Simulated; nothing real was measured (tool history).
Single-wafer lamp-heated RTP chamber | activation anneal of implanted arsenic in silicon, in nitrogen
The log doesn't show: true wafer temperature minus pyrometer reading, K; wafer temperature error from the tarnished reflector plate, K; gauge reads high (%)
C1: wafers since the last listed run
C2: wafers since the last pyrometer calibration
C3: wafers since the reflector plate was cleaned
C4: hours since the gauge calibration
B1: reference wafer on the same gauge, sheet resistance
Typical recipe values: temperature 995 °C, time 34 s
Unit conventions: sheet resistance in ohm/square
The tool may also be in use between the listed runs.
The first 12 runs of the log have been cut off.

Run 13, hour 186.1: usual settings; C1 178; C2 2858; C3 11747; C4 20.7; B1 101.96. Result: sheet resistance 111.51 ohm/square.
Run 14, hour 196.9: usual settings; C1 167; C2 3026; C3 11915; C4 31.5; B1 102.02. Result: sheet resistance 112.31 ohm/square.
Run 15, hour 210.7: usual settings; C1 214; C2 3241; C3 12130; C4 45.3; B1 101.89. Result: sheet resistance 111.29 ohm/square.
At hour 228.8: reflector plate cleaned.
At hour 236.7: pyrometer window cleaned and pyrometer calibrated.
Run 16, hour 237.2: usual settings; C1 165; C2 8; C3 8; C4 71.8; B1 101.99. Result: sheet resistance 117.13 ohm/square.
Run 17, hour 243.5: usual settings; C1 97; C2 106; C3 106; C4 78.1; B1 101.90. Result: sheet resistance 116.68 ohm/square.
Run 18, hour 249.6: usual settings; C1 94; C2 201; C3 201; C4 84.2; B1 102.03. Result: sheet resistance 117.92 ohm/square.
Run 19, hour 256.9: usual settings but temperature 979 °C, time 47 s; C1 113; C2 314; C3 314; C4 91.5; B1 102.12. Result: sheet resistance 120.46 ohm/square.
Run 20, hour 269.4: usual settings but time 49 s; C1 194; C2 509; C3 509; C4 104.0; B1 102.03. Result: sheet resistance 109.01 ohm/square.
Run 21, hour 281.8: usual settings; C1 192; C2 701; C3 701; C4 116.4; B1 101.90. Result: sheet resistance 116.92 ohm/square.
Run 22, hour 290.7: usual settings but temperature 984 °C, time 18 s; C1 138; C2 840; C3 840; C4 125.3; B1 102.02. Result: sheet resistance 134.56 ohm/square.
Run 23, hour 304.7: usual settings but time 45 s; C1 217; C2 1058; C3 1058; C4 139.3; B1 102.01. Result: sheet resistance 111.81 ohm/square.
Run 24, hour 314.3: usual settings; C1 149; C2 1207; C3 1207; C4 148.9; B1 102.02. Result: sheet resistance 118.34 ohm/square.
Run 25, hour 325.9: usual settings but temperature 971 °C, time 20 s; C1 180; C2 1387; C3 1387; C4 160.5; B1 101.94. Result: sheet resistance 141.33 ohm/square.
Run 26, hour 365.2: usual settings but temperature 984 °C, time 25 s; C1 611; C2 1998; C3 1998; C4 199.8; B1 102.16. Result: sheet resistance 129.74 ohm/square.
Run 27, hour 377.5: usual settings but temperature 1003 °C, time 49 s; C1 191; C2 2190; C3 2190; C4 212.1; B1 101.82. Result: sheet resistance 106.63 ohm/square.
Run 28, hour 391.8: usual settings but time 17 s; C1 222; C2 2412; C3 2412; C4 226.4; B1 102.16. Result: sheet resistance 130.03 ohm/square.
Run 29, hour 408.6: usual settings but temperature 1010 °C, time 47 s; C1 261; C2 2673; C3 2673; C4 243.2; B1 102.04. Result: sheet resistance 103.59 ohm/square.
Run 30, hour 426.4: usual settings but time 52 s; C1 276; C2 2950; C3 2950; C4 261.0; B1 102.07. Result: sheet resistance 107.63 ohm/square.
Run 31, hour 443.0: usual settings but temperature 1007 °C, time 15 s; C1 258; C2 3208; C3 3208; C4 277.6; B1 102.16. Result: sheet resistance 124.82 ohm/square.
Run 32, hour 457.5: usual settings but temperature 1019 °C, time 16 s; C1 225; C2 3434; C3 3434; C4 292.1; B1 101.98. Result: sheet resistance 117.96 ohm/square.
At hour 471.6: pyrometer window cleaned and pyrometer calibrated.
Run 33, hour 472.1: usual settings but time 17 s; C1 102; C2 8; C3 3536; C4 306.7; B1 102.14. Result: sheet resistance 129.47 ohm/square.
Run 34, hour 480.3: usual settings; C1 127; C2 135; C3 3664; C4 314.9; B1 101.99. Result: sheet resistance 115.62 ohm/square.
Run 35, hour 493.8: usual settings but temperature 972 °C, time 28 s; C1 209; C2 345; C3 3874; C4 328.4; B1 102.01. Result: sheet resistance 133.61 ohm/square.
Run 36, hour 509.5: usual settings but temperature 982 °C, time 24 s; C1 244; C2 589; C3 4118; C4 344.1; B1 102.05. Result: sheet resistance 131.10 ohm/square.
Run 37, hour 515.6: usual settings but temperature 1013 °C; C1 94; C2 684; C3 4213; C4 350.2; B1 102.02. Result: sheet resistance 107.86 ohm/square.

Forecast each of these 4 alternatives for the next run:
Run A, hour 516.0: usual settings but temperature 1021 °C; C1 6; C2 691; C3 4219; C4 350.6; B1 ?. Result: sheet resistance ?.
Run B, hour 516.0: usual settings but time 41 s; C1 6; C2 691; C3 4219; C4 350.6; B1 ?. Result: sheet resistance ?.
Run C, hour 516.0: usual settings but temperature 984 °C, time 47 s; C1 6; C2 691; C3 4219; C4 350.6; B1 ?. Result: sheet resistance ?.
Run D, hour 516.0: usual settings but temperature 970 °C; C1 6; C2 691; C3 4219; C4 350.6; B1 ?. Result: sheet resistance ?.

run      B1  sheet resistance
  A  101.96            103.97
  B  101.96            113.45
  C  101.96            117.20
  D  101.96            132.83
The same runs, with their run-to-run variation unchanged, on a tool lacking any hidden condition would have given:
run  sheet resistance
  A            104.50
  B            114.17
  C            117.98
  D            133.66

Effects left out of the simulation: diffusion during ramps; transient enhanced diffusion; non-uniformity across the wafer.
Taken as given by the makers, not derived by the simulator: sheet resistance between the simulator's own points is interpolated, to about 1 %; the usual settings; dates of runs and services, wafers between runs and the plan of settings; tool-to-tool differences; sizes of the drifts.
